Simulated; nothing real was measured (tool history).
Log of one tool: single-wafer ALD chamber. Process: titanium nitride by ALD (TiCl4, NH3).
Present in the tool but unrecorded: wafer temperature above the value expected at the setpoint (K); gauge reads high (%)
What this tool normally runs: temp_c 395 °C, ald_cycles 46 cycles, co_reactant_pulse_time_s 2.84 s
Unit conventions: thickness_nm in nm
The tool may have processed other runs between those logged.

run,hour,temp_c,ald_cycles,co_reactant_pulse_time_s,wafers since the last listed run,hours since the last thermocouple change,hours since the showerhead was replaced,hours since the gauge calibration,"read-back reference wafer on the same gauge, thickness_nm",thickness_nm
1,0,395,46,2.13,0,485.9,4198.5,280.1,0.939,1.056
2,21.2,395,46,2.13,123,507.1,4219.7,301.3,0.938,1.054
3,49.9,395,46,2.13,167,535.8,4248.4,330,0.937,1.051
4,80.5,395,46,2.84,178,566.4,4279,360.6,0.936,1.068
5,115.7,395,46,2.84,205,601.6,4314.2,395.8,0.935,1.069
6,142.6,395,46,2.84,157,628.5,4341.1,422.7,0.934,1.068
7,157.4,395,46,2.84,86,643.3,4355.9,437.5,0.933,1.068
8,179.4,395,46,2.84,128,665.3,4377.9,459.5,0.933,1.067
9,197.4,395,46,2.84,105,683.3,4395.9,477.5,0.931,1.065
10,210.3,395,46,2.84,75,696.2,4408.8,490.4,0.931,1.064
# hour 210.7: gauge calibrated
11,228,395,46,2.84,103,713.9,4426.5,17.3,0.947,1.081
# hour 251.4: showerhead replaced
12,262.8,395,46,2.84,156,748.7,11.4,52.1,0.946,1.083
13,298.5,395,46,2.84,208,784.4,47.1,87.8,0.945,1.08
14,310.9,384,51,2.84,72,796.8,59.5,100.2,0.944,1.187
15,335.4,409,46,1.76,143,821.3,84,124.7,0.943,1.06
16,370.9,395,46,2.84,207,856.8,119.5,160.2,0.942,1.076
17,383,395,46,2.84,70,868.9,131.6,172.3,0.942,1.076

Run 18 has not been measured yet. What should we expect?
18,416.7,395,43,3.9,196,902.6,165.3,206,?,?

read-back reference wafer on the same gauge, thickness_nm: 0.94
thickness_nm: 1.017 nm
Minus the tool's unlogged condition, the same run would have read thickness_nm 1.027 nm.

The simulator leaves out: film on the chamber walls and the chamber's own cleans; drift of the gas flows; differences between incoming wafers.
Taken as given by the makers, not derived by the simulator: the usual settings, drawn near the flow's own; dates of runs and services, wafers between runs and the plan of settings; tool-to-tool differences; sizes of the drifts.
